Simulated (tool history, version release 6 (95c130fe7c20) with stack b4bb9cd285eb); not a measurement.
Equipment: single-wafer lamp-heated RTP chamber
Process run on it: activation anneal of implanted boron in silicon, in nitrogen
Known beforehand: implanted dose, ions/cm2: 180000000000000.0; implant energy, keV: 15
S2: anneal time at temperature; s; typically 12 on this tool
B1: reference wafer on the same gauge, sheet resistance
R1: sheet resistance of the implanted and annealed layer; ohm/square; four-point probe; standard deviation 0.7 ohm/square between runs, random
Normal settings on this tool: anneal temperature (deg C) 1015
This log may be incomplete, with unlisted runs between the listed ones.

Run 1, hour 0.0: usual settings but anneal temperature (deg C) 1029, S2 10 s; B1 549.92. Result: R1 467.59 ohm/square.
Run 2, hour 47.6: usual settings but anneal temperature (deg C) 1029, S2 10 s; B1 549.79. Result: R1 466.88 ohm/square.
Run 3, hour 117.6: usual settings but anneal temperature (deg C) 1029, S2 10 s; B1 550.10. Result: R1 466.26 ohm/square.
Run 4, hour 188.0: usual settings but anneal temperature (deg C) 997, S2 10 s; B1 549.81. Result: R1 472.96 ohm/square.
Run 5, hour 245.0: usual settings but S2 7 s; B1 550.04. Result: R1 468.19 ohm/square.
Run 6, hour 271.9: usual settings but S2 7 s; B1 550.00. Result: R1 469.80 ohm/square.
At hour 275.4: gauge calibrated.
Run 7, hour 307.2: usual settings; B1 549.86. Result: R1 467.38 ohm/square.
Run 8, hour 336.5: usual settings; B1 549.83. Result: R1 469.26 ohm/square.
Run 9, hour 375.5: usual settings; B1 550.12. Result: R1 468.56 ohm/square.
Run 10, hour 431.7: usual settings but anneal temperature (deg C) 1035, S2 9 s; B1 549.99. Result: R1 466.56 ohm/square.
At hour 472.3: pyrometer window cleaned and pyrometer calibrated.
Run 11, hour 472.8: usual settings but anneal temperature (deg C) 1035, S2 9 s; B1 550.18. Result: R1 466.61 ohm/square.
At hour 534.0: reflector plate cleaned.
Run 12, hour 539.4: usual settings but anneal temperature (deg C) 1035, S2 9 s; B1 549.62. Result: R1 466.83 ohm/square.
Run 13, hour 564.7: usual settings; B1 550.22. Result: R1 467.31 ohm/square.
Run 14, hour 629.4: usual settings; B1 550.24. Result: R1 468.01 ohm/square.
Run 15, hour 668.5: usual settings but anneal temperature (deg C) 999; B1 550.15. Result: R1 471.77 ohm/square.
Run 16, hour 739.2: usual settings but anneal temperature (deg C) 996, S2 7 s; B1 550.27. Result: R1 474.89 ohm/square.
Run 17, hour 778.8: usual settings but anneal temperature (deg C) 1026; B1 550.40. Result: R1 466.29 ohm/square.
Run 18, hour 841.8: usual settings but anneal temperature (deg C) 1030, S2 9 s; B1 549.95. Result: R1 466.83 ohm/square.
At hour 990.8: pyrometer window cleaned and pyrometer calibrated.
Run 19, hour 1000.9: usual settings but anneal temperature (deg C) 1037, S2 9 s; B1 550.11. Result: R1 467.45 ohm/square.
Run 20, hour 1068.4: usual settings but anneal temperature (deg C) 989, S2 7 s; B1 549.99. Result: R1 477.72 ohm/square.
At hour 1105.9: gauge calibrated.
Run 21, hour 1122.0: usual settings but anneal temperature (deg C) 1023, S2 7 s; B1 550.10. Result: R1 467.16 ohm/square.
Run 22, hour 1151.0: usual settings but anneal temperature (deg C) 1004, S2 16 s; B1 550.31. Result: R1 469.97 ohm/square.
Run 23, hour 1176.9: usual settings but anneal temperature (deg C) 1030, S2 9 s; B1 550.17. Result: R1 466.97 ohm/square.
Run 24, hour 1202.5: usual settings but anneal temperature (deg C) 1004, S2 6 s; B1 550.10. Result: R1 472.58 ohm/square.
Run 25, hour 1233.1: usual settings but anneal temperature (deg C) 1005, S2 16 s; B1 549.86. Result: R1 467.99 ohm/square.
Run 26, hour 1273.8: usual settings but S2 18 s; B1 549.85. Result: R1 467.13 ohm/square.
Run 27, hour 1328.2: usual settings; B1 550.10. Result: R1 467.54 ohm/square.
Run 28, hour 1397.0: usual settings; B1 549.54. Result: R1 467.58 ohm/square.
At hour 1423.1: pyrometer window cleaned and pyrometer calibrated.
At hour 1432.3: reflector plate cleaned.
Run 29, hour 1446.1: usual settings but anneal temperature (deg C) 1034; B1 549.66. Result: R1 466.77 ohm/square.
Run 30, hour 1508.4: usual settings but anneal temperature (deg C) 987; B1 549.86. Result: R1 476.82 ohm/square.

Give the tool's hidden conditions for every run:
true wafer temperature minus pyrometer reading, K: 0 across all the runs
wafer temperature error from the tarnished reflector plate, K: 0 across all the runs
gauge reads high (%): 0 across all the runs
